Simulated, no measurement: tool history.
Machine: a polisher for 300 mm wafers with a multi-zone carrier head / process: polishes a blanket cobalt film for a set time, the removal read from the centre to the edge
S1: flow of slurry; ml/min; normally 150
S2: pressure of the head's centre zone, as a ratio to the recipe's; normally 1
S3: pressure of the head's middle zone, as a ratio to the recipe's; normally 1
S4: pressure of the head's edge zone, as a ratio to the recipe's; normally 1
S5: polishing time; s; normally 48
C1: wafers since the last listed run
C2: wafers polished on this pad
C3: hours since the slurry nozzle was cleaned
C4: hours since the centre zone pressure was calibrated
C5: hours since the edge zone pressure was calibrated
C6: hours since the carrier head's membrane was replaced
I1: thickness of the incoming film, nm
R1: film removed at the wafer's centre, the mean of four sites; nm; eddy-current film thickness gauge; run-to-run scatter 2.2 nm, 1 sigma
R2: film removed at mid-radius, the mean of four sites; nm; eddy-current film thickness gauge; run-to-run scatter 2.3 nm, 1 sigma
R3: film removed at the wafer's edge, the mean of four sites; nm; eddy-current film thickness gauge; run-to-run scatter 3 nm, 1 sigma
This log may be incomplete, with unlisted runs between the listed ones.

| run | hour | S1 | S2 | S3 | S4 | S5 | C1 | C2 | C3 | C4 | C5 | C6 | I1 | R1 | R2 | R3 |
|---|---|---|---|---|---|---|---|---|---|---|---|---|---|---|---|---|
| 1 | 0 | 150 | 1 | 0.93 | 1 | 48 | 0 | 3485 | 273.1 | 19.5 | 356.1 | 1234.1 | 1332.6 | 244.1 | 224.6 | 239.2 |
| 2 | 89.9 | 150 | 1 | 0.93 | 1 | 48 | 1051 | 4537 | 363 | 109.4 | 446 | 1324 | 1347.8 | 241 | 222 | 232.9 |
|  | 157.7 | worn pad replaced by a new one, repeated, since the last time left the tool worse |
|  | 170.1 | edge zone pressure recalibrated |
|  | 395.4 | slurry nozzle cleaned |
|  | 408.2 | carrier head's membrane replaced by a new one |
| 3 | 410.9 | 150 | 1 | 0.93 | 1 | 48 | 3614 | 2868 | 15.5 | 430.4 | 240.8 | 2.7 | 1336.8 | 275.4 | 252.3 | 273.9 |
| 4 | 507.9 | 150 | 1 | 1 | 1 | 48 | 1134 | 4003 | 112.5 | 527.4 | 337.8 | 99.7 | 1315.3 | 272.9 | 266.2 | 269.3 |
| 5 | 552.2 | 105 | 1 | 1 | 1 | 48 | 518 | 4521 | 156.8 | 571.7 | 382.1 | 144 | 1347.7 | 246.3 | 243.5 | 253.2 |
| 6 | 643.1 | 180 | 1 | 1 | 1 | 48 | 1063 | 5584 | 247.7 | 662.6 | 473 | 234.9 | 1345.5 | 277.7 | 268.1 | 267.7 |
|  | 666.8 | worn pad replaced by a new one |
| 7 | 682.8 | 150 | 1 | 1 | 1 | 44 | 417 | 186 | 287.4 | 702.3 | 512.7 | 274.6 | 1334.6 | 254.1 | 248.2 | 256.4 |
| 8 | 741.4 | 150 | 0.94 | 0.89 | 1 | 48 | 685 | 872 | 346 | 760.9 | 571.3 | 333.2 | 1328.3 | 265.2 | 252.2 | 278.5 |
|  | 796.7 | edge zone pressure recalibrated |
| 9 | 801.6 | 150 | 1 | 1 | 1.07 | 48 | 680 | 1553 | 406.2 | 821.1 | 4.9 | 393.4 | 1348.4 | 279.9 | 272 | 283.3 |
| 10 | 895.2 | 150 | 1 | 1 | 0.92 | 53 | 1094 | 2648 | 499.8 | 914.7 | 98.5 | 487 | 1355.3 | 302.6 | 299.9 | 289.5 |
| 11 | 996 | 150 | 1 | 1.04 | 1.07 | 48 | 1179 | 3827 | 600.6 | 1015.5 | 199.3 | 587.8 | 1326.8 | 273.6 | 278.4 | 278.6 |
|  | 1037.4 | slurry nozzle cleaned |
| 12 | 1057.1 | 170 | 1 | 1.05 | 0.9 | 39 | 703 | 4530 | 19.7 | 1076.6 | 260.4 | 648.9 | 1338.5 | 225.9 | 228.3 | 212.8 |
|  | 1089.2 | centre zone pressure recalibrated |
| 13 | 1125.6 | 150 | 1.08 | 1 | 1 | 55 | 777 | 5308 | 88.2 | 36.4 | 328.9 | 717.4 | 1329.3 | 331.8 | 301.5 | 300 |
| 14 | 1191.9 | 115 | 0.95 | 0.95 | 1.06 | 48 | 775 | 6083 | 154.5 | 102.7 | 395.2 | 783.7 | 1335.8 | 234.2 | 237.1 | 256.7 |
|  | 1219.1 | worn pad replaced by a new one |
| 15 | 1298 | 190 | 1 | 1.06 | 1 | 48 | 1194 | 922 | 260.6 | 208.8 | 501.3 | 889.8 | 1332.7 | 293.4 | 299.7 | 281.5 |
|  | 1300.5 | edge zone pressure recalibrated |
| 16 | 1393.7 | 195 | 1 | 1 | 1 | 48 | 1096 | 2019 | 356.3 | 304.5 | 93.2 | 985.5 | 1339.5 | 292.4 | 285.8 | 282.6 |
| 17 | 1447 | 150 | 0.92 | 1 | 1 | 48 | 623 | 2642 | 409.6 | 357.8 | 146.5 | 1038.8 | 1359.6 | 250.8 | 269.3 | 270.2 |
| 18 | 1527.9 | 150 | 1 | 1.04 | 1 | 48 | 946 | 3588 | 490.5 | 438.7 | 227.4 | 1119.7 | 1341.4 | 275.1 | 280.4 | 270.5 |
|  | 1578.4 | slurry nozzle cleaned |
| 19 | 1594.8 | 150 | 0.93 | 0.96 | 1 | 41 | 770 | 4359 | 16.4 | 505.6 | 294.3 | 1186.6 | 1339.7 | 214.4 | 221.5 | 230.1 |
| 20 | 1675.8 | 150 | 1.08 | 1 | 1 | 55 | 947 | 5307 | 97.4 | 586.6 | 375.3 | 1267.6 | 1352.9 | 327.6 | 294.7 | 303.6 |
| 21 | 1725.8 | 150 | 1 | 1 | 1 | 48 | 584 | 5892 | 147.4 | 636.6 | 425.3 | 1317.6 | 1360 | 264.8 | 260.9 | 261 |

Consider 5 possible next runs. They are alternatives, not a sequence: every one starts from the tool as it was left by run 21. What does each give?
| A | 1726.2 | 150 | 1 | 1 | 1 | 48 | 4 | 5897 | 147.8 | 637 | 425.7 | 1318 | 1330 | ? | ? | ? |
| B | 1726.2 | 105 | 1 | 1.11 | 0.91 | 48 | 4 | 5897 | 147.8 | 637 | 425.7 | 1318 | 1330 | ? | ? | ? |
| C | 1726.2 | 150 | 1 | 1 | 0.93 | 48 | 4 | 5897 | 147.8 | 637 | 425.7 | 1318 | 1330 | ? | ? | ? |
| D | 1726.2 | 190 | 0.93 | 1 | 1.11 | 39 | 4 | 5897 | 147.8 | 637 | 425.7 | 1318 | 1330 | ? | ? | ? |
| E | 1726.2 | 185 | 1 | 1 | 1 | 48 | 4 | 5897 | 147.8 | 637 | 425.7 | 1318 | 1330 | ? | ? | ? |

| run | R1 | R2 | R3 |
|---|---|---|---|
| A | 263 | 260.5 | 259.5 |
| B | 239.3 | 259.2 | 233.7 |
| C | 263 | 260.5 | 250.7 |
| D | 208 | 220.6 | 228.8 |
| E | 274.1 | 270.3 | 266.5 |
Without the tool's hidden state the same runs would have given:
| run | R1 | R2 | R3 |
|---|---|---|---|
| A | 278.6 | 275.9 | 274.8 |
| B | 253.5 | 274.6 | 247.6 |
| C | 278.6 | 276 | 265.5 |
| D | 220.3 | 233.6 | 242.3 |
| E | 290.4 | 286.3 | 282.3 |
